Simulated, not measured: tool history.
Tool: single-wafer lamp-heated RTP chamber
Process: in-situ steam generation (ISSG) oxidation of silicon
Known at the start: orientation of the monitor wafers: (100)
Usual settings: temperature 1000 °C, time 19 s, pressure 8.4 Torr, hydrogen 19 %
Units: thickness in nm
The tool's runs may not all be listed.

run     day  temperature  time  pressure  hydrogen  wafers since the last listed run  wafers since the last pyrometer calibration  hours since the pressure gauge was zeroed  hours since the hydrogen flow controller was replaced  hours since the gauge calibration  read-back reference wafer on the same gauge, thickness  thickness
  1       0         1000    19       8.4        19                                 0                                          855                                     2191.8                                                   4549                              640.5                                                   4.687      5.396
  2   2.442         1000    19       8.4        19                               531                                         1387                                     2250.4                                                 4607.6                              699.1                                                   4.692      5.462
  3   5.188         1000    19       8.4        19                               597                                         1984                                     2316.3                                                 4673.5                                765                                                   4.691      5.407
  4   6.783         1000    19       8.4        19                               347                                         2332                                     2354.6                                                 4711.8                              803.3                                                    4.69      5.404
      7.167  -- pyrometer window cleaned and pyrometer calibrated
  5   8.862         1000    19       8.4        19                               380                                          368                                     2404.5                                                 4761.7                              853.2                                                    4.69      5.441
  6  11.217         1000    19       8.4        19                               512                                          881                                       2461                                                 4818.2                              909.7                                                   4.694       5.45
  7  12.425         1000    19       8.4        19                               263                                         1144                                       2490                                                 4847.2                              938.7                                                    4.69      5.335
  8  13.446         1000    19       8.4        19                               222                                         1366                                     2514.5                                                 4871.7                              963.2                                                   4.696      5.452
  9   14.85         1000    19       8.4        19                               305                                         1672                                     2548.2                                                 4905.4                              996.9                                                    4.69      5.424
 10  16.808         1000    19       8.4        19                               426                                         2098                                     2595.2                                                 4952.4                             1043.9                                                   4.686      5.411
     18.988  -- pyrometer window cleaned and pyrometer calibrated
 11  19.688          986    25       8.4        19                               554                                          152                                     2664.3                                                 5021.5                               1113                                                    4.69      5.851
 12  21.688         1000    19       8.4        14                               435                                          587                                     2712.3                                                 5069.5                               1161                                                   4.694      5.089
 13  23.079         1000    19       8.9        19                               302                                          890                                     2745.7                                                 5102.9                             1194.4                                                   4.689      5.373
     25.167  -- pressure gauge zeroed
 14  25.646         1000    19       8.4        19                               486                                         1376                                       11.5                                                 5164.5                               1256                                                   4.692      5.416
     28.179  -- pyrometer window cleaned and pyrometer calibrated
 15  34.604          982    19       8.4        14                              1877                                         1398                                      226.5                                                 5379.5                               1471                                                   4.689      4.667
 16   36.55         1012    24       8.4        19                               423                                         1822                                      273.2                                                 5426.2                             1517.7                                                   4.696      6.424
 17  37.621         1010    15         9        19                               233                                         2055                                      298.9                                                 5451.9                             1543.4                                                   4.692      5.051
     37.671  -- gauge calibrated
     38.383  -- hydrogen flow controller replaced
     39.388  -- pyrometer window cleaned and pyrometer calibrated
 18  39.408         1000    26       9.3        19                               243                                            4                                      341.8                                                   24.6                               41.7                                                   4.693      6.224
 19  41.254          983    24       9.1        28                               401                                          406                                      386.1                                                   68.9                                 86                                                   4.691      6.105
 20    43.9         1000    19       8.4        11                               575                                          982                                      449.6                                                  132.4                              149.5                                                   4.691      4.762
 21  46.075         1000    24       7.5        19                               473                                         1455                                      501.8                                                  184.6                              201.7                                                   4.691      6.034
 22  48.367         1000    19       9.1        16                               498                                         1954                                      556.8                                                  239.6                              256.7                                                   4.691      5.177
     48.996  -- pyrometer window cleaned and pyrometer calibrated
 23  49.867         1000    19       8.4        19                               253                                          189                                      592.8                                                  275.6                              292.7                                                   4.691      5.426

3 ways to go on from here, each from the tool as it stands after run 23. What would each give?
  A  49.888         1000    19       8.4        16                                 4                                          194                                      593.3                                                  276.1                              293.2                                                       ?          ?
  B  49.888         1017    12       7.8        19                                 4                                          194                                      593.3                                                  276.1                              293.2                                                       ?          ?
  C  49.888         1000    13       8.4        19                                 4                                          194                                      593.3                                                  276.1                              293.2                                                       ?          ?

run  read-back reference wafer on the same gauge, thickness  thickness
  A                                                    4.69      5.226
  B                                                    4.69      4.714
  C                                                    4.69       4.58
Without the tool's hidden state the same runs would have given:
run  thickness
  A      5.226
  B      4.714
  C       4.58

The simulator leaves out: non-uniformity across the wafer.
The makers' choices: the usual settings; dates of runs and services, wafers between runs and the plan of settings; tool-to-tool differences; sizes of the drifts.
